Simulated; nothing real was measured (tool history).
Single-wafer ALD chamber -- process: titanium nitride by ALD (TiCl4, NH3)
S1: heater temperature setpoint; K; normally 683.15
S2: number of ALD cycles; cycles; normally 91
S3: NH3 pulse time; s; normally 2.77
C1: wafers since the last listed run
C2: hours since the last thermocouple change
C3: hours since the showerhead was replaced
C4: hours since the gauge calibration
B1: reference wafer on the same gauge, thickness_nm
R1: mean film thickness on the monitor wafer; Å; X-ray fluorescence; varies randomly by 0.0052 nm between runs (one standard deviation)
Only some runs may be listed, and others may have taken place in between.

| run | hour | S1 | S2 | S3 | C1 | C2 | C3 | C4 | B1 | R1 |
|---|---|---|---|---|---|---|---|---|---|---|
| 1 | 0 | 683.15 | 77 | 2.77 | 0 | 756.5 | 6526.6 | 226.1 | 1.852 | 17.45 |
| 2 | 16 | 683.15 | 91 | 2.77 | 51 | 772.5 | 6542.6 | 242.1 | 1.851 | 20.67 |
| 3 | 31.9 | 683.15 | 91 | 2.77 | 50 | 788.4 | 6558.5 | 258 | 1.852 | 20.58 |
| 4 | 47.4 | 683.15 | 84 | 2.77 | 49 | 803.9 | 6574 | 273.5 | 1.853 | 19.08 |
| 5 | 62.3 | 683.15 | 91 | 2.13 | 47 | 818.8 | 6588.9 | 288.4 | 1.851 | 20.55 |
| 6 | 71.9 | 683.15 | 91 | 2.77 | 30 | 828.4 | 6598.5 | 298 | 1.849 | 20.7 |
| 7 | 88.5 | 683.15 | 91 | 2.77 | 52 | 845 | 6615.1 | 314.6 | 1.848 | 20.66 |
| 8 | 99.5 | 683.15 | 91 | 2.77 | 35 | 856 | 6626.1 | 325.6 | 1.851 | 20.64 |
| 9 | 115.3 | 683.15 | 91 | 2.77 | 50 | 871.8 | 6641.9 | 341.4 | 1.848 | 20.7 |
| 10 | 125.3 | 683.15 | 91 | 2.77 | 31 | 881.8 | 6651.9 | 351.4 | 1.849 | 20.7 |
| 11 | 153.6 | 683.15 | 91 | 2.77 | 90 | 910.1 | 6680.2 | 379.7 | 1.847 | 20.57 |
| 12 | 161.4 | 683.15 | 91 | 2.77 | 24 | 917.9 | 6688 | 387.5 | 1.846 | 20.66 |
|  | 173.5 | showerhead replaced |
| 13 | 177.2 | 683.15 | 91 | 2.02 | 24 | 933.7 | 3.7 | 403.3 | 1.85 | 20.49 |
| 14 | 194.6 | 683.15 | 91 | 2.02 | 55 | 951.1 | 21.1 | 420.7 | 1.85 | 20.38 |
| 15 | 208.8 | 683.15 | 91 | 2.02 | 45 | 965.3 | 35.3 | 434.9 | 1.848 | 20.32 |
| 16 | 225 | 683.15 | 97 | 2.77 | 51 | 981.5 | 51.5 | 451.1 | 1.847 | 21.97 |
| 17 | 242 | 670.15 | 102 | 3.59 | 54 | 998.5 | 68.5 | 468.1 | 1.849 | 23.31 |
| 18 | 249.4 | 675.15 | 76 | 3.64 | 23 | 1005.9 | 75.9 | 475.5 | 1.846 | 17.37 |
| 19 | 263 | 683.15 | 91 | 2.77 | 43 | 1019.5 | 89.5 | 489.1 | 1.846 | 20.6 |
|  | 275.1 | thermocouple changed; heater temperature recalibrated |
| 20 | 280.4 | 683.15 | 108 | 2.77 | 30 | 5.3 | 106.9 | 506.5 | 1.847 | 24.38 |
| 21 | 290 | 678.15 | 76 | 2.77 | 30 | 14.9 | 116.5 | 516.1 | 1.846 | 17.15 |
| 22 | 299.8 | 694.15 | 91 | 3.19 | 31 | 24.7 | 126.3 | 525.9 | 1.843 | 20.74 |
| 23 | 314.3 | 672.15 | 97 | 2.28 | 46 | 39.2 | 140.8 | 540.4 | 1.847 | 21.7 |
| 24 | 328.7 | 678.15 | 76 | 2.77 | 45 | 53.6 | 155.2 | 554.8 | 1.846 | 17.25 |
| 25 | 348.3 | 670.15 | 101 | 3.47 | 62 | 73.2 | 174.8 | 574.4 | 1.844 | 22.99 |
|  | 362.5 | gauge calibrated |
| 26 | 363.3 | 679.15 | 91 | 2.77 | 47 | 88.2 | 189.8 | 0.8 | 1.87 | 20.88 |
| 27 | 376.2 | 683.15 | 78 | 3.57 | 41 | 101.1 | 202.7 | 13.7 | 1.869 | 18.03 |
| 28 | 382.2 | 678.15 | 76 | 2.77 | 19 | 107.1 | 208.7 | 19.7 | 1.868 | 17.39 |
| 29 | 393.5 | 683.15 | 91 | 2.77 | 36 | 118.4 | 220 | 31 | 1.865 | 20.78 |
| 30 | 406.5 | 678.15 | 76 | 2.77 | 41 | 131.4 | 233 | 44 | 1.864 | 17.35 |
| 31 | 417 | 676.15 | 82 | 3.36 | 33 | 141.9 | 243.5 | 54.5 | 1.866 | 18.81 |
| 32 | 429.9 | 696.15 | 84 | 3.38 | 41 | 154.8 | 256.4 | 67.4 | 1.863 | 19.36 |
| 33 | 439.6 | 675.15 | 91 | 3.25 | 30 | 164.5 | 266.1 | 77.1 | 1.865 | 20.9 |
| 34 | 445.9 | 675.15 | 76 | 3.64 | 20 | 170.8 | 272.4 | 83.4 | 1.861 | 17.44 |
| 35 | 457.8 | 679.15 | 91 | 2.77 | 37 | 182.7 | 284.3 | 95.3 | 1.86 | 20.79 |
| 36 | 469.8 | 683.15 | 104 | 3.13 | 38 | 194.7 | 296.3 | 107.3 | 1.858 | 23.8 |
| 37 | 487 | 668.15 | 107 | 1.95 | 54 | 211.9 | 313.5 | 124.5 | 1.859 | 23.87 |
| 38 | 500 | 679.15 | 102 | 3.4 | 41 | 224.9 | 326.5 | 137.5 | 1.859 | 23.41 |
| 39 | 512 | 683.15 | 91 | 3.78 | 38 | 236.9 | 338.5 | 149.5 | 1.856 | 20.93 |

What would each run have given without the hidden state, its run-to-run variation left as it was?
The hidden state here: wafer temperature above the value expected at the setpoint (K); gauge reads high (%).
| run | R1 |
|---|---|
| 1 | 17.61 |
| 2 | 20.86 |
| 3 | 20.78 |
| 4 | 19.27 |
| 5 | 20.76 |
| 6 | 20.92 |
| 7 | 20.88 |
| 8 | 20.87 |
| 9 | 20.93 |
| 10 | 20.93 |
| 11 | 20.81 |
| 12 | 20.9 |
| 13 | 20.73 |
| 14 | 20.62 |
| 15 | 20.57 |
| 16 | 22.25 |
| 17 | 23.6 |
| 18 | 17.59 |
| 19 | 20.86 |
| 20 | 24.69 |
| 21 | 17.38 |
| 22 | 21.02 |
| 23 | 21.99 |
| 24 | 17.48 |
| 25 | 23.29 |
| 26 | 20.88 |
| 27 | 18.05 |
| 28 | 17.41 |
| 29 | 20.82 |
| 30 | 17.39 |
| 31 | 18.88 |
| 32 | 19.43 |
| 33 | 20.99 |
| 34 | 17.52 |
| 35 | 20.9 |
| 36 | 23.94 |
| 37 | 24.02 |
| 38 | 23.57 |
| 39 | 21.08 |

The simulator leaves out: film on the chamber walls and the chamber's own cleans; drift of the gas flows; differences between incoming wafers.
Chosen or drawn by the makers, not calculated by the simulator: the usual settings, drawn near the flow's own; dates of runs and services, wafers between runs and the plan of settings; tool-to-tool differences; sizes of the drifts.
